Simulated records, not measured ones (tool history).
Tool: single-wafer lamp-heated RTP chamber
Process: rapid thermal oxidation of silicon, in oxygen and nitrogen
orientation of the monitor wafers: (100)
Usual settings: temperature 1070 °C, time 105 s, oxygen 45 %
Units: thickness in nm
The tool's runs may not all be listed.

run,day,temperature,time,oxygen,"read-back reference wafer on the same gauge, thickness",thickness
1,0,1070,105,45,9.747,9.382
# day 0.471: gauge calibrated
2,2.621,1070,105,45,9.738,9.396
3,3.812,1070,105,45,9.731,9.407
4,5.05,1070,105,45,9.74,9.333
# day 5.846: pyrometer window cleaned and pyrometer calibrated
5,6.483,1070,105,45,9.732,9.355
6,8.958,1070,105,45,9.737,9.323
7,11.125,1070,105,38,9.74,8.805
8,13.183,1070,105,38,9.745,8.8
9,14.312,1070,105,38,9.741,8.798
10,17.204,1070,105,45,9.731,9.335
# day 17.583: pyrometer window cleaned and pyrometer calibrated
# day 19.554: oxygen flow controller replaced
11,20.133,1070,105,45,9.739,9.437
12,21.538,1070,105,45,9.735,9.447
13,23.892,1070,105,45,9.734,9.462
14,25.929,1070,105,45,9.745,9.471
# day 27.075: pyrometer window cleaned and pyrometer calibrated
15,28.321,1070,105,68,9.749,10.975
16,30.475,1055,136,74,9.75,11.521
17,32.188,1041,140,22,9.743,6.862
18,34.454,1070,140,62,9.736,12.163
# day 34.5: gauge calibrated
19,36.042,1070,144,69,9.73,12.745
# day 37.212: pyrometer window cleaned and pyrometer calibrated
20,38.338,1070,105,38,9.755,8.906
21,40.867,1070,150,60,9.744,12.371
22,42.542,1088,136,32,9.734,10.538
23,44.692,1044,122,33,9.75,7.579
24,47.388,1044,147,28,9.743,7.789
25,49.321,1070,136,75,9.738,12.758
# day 49.821: pyrometer window cleaned and pyrometer calibrated
26,50.775,1070,62,45,9.74,7.451
27,53.275,1047,83,45,9.731,7.311
28,55.196,1070,105,45,9.737,9.421

Some steps in thickness between neighbouring runs. How much of each would the tool show without its hidden state too (settings, what came in, random variation), and how much is left for the hidden state, with any gauge scatter that isn't in both results?
The hidden state here: true wafer temperature minus pyrometer reading, K; deviation of the oxygen flow from its setpoint, %; gauge reads high (%).
Run 6 -> 7: oxygen 45 -> 38. thickness -0.518 nm: hidden state -0.013, all else -0.505.
Run 10 -> 11: pyrometer window cleaned and pyrometer calibrated, oxygen flow controller replaced. thickness +0.102 nm: hidden state +0.118, all else -0.016.
Run 17 -> 18: temperature 1041 -> 1070, oxygen 22 -> 62. thickness +5.301 nm: hidden state +0.001, all else +5.3.
Run 25 -> 26: time 136 -> 62, oxygen 75 -> 45, pyrometer window cleaned and pyrometer calibrated. thickness -5.307 nm: hidden state -0.005, all else -5.302.
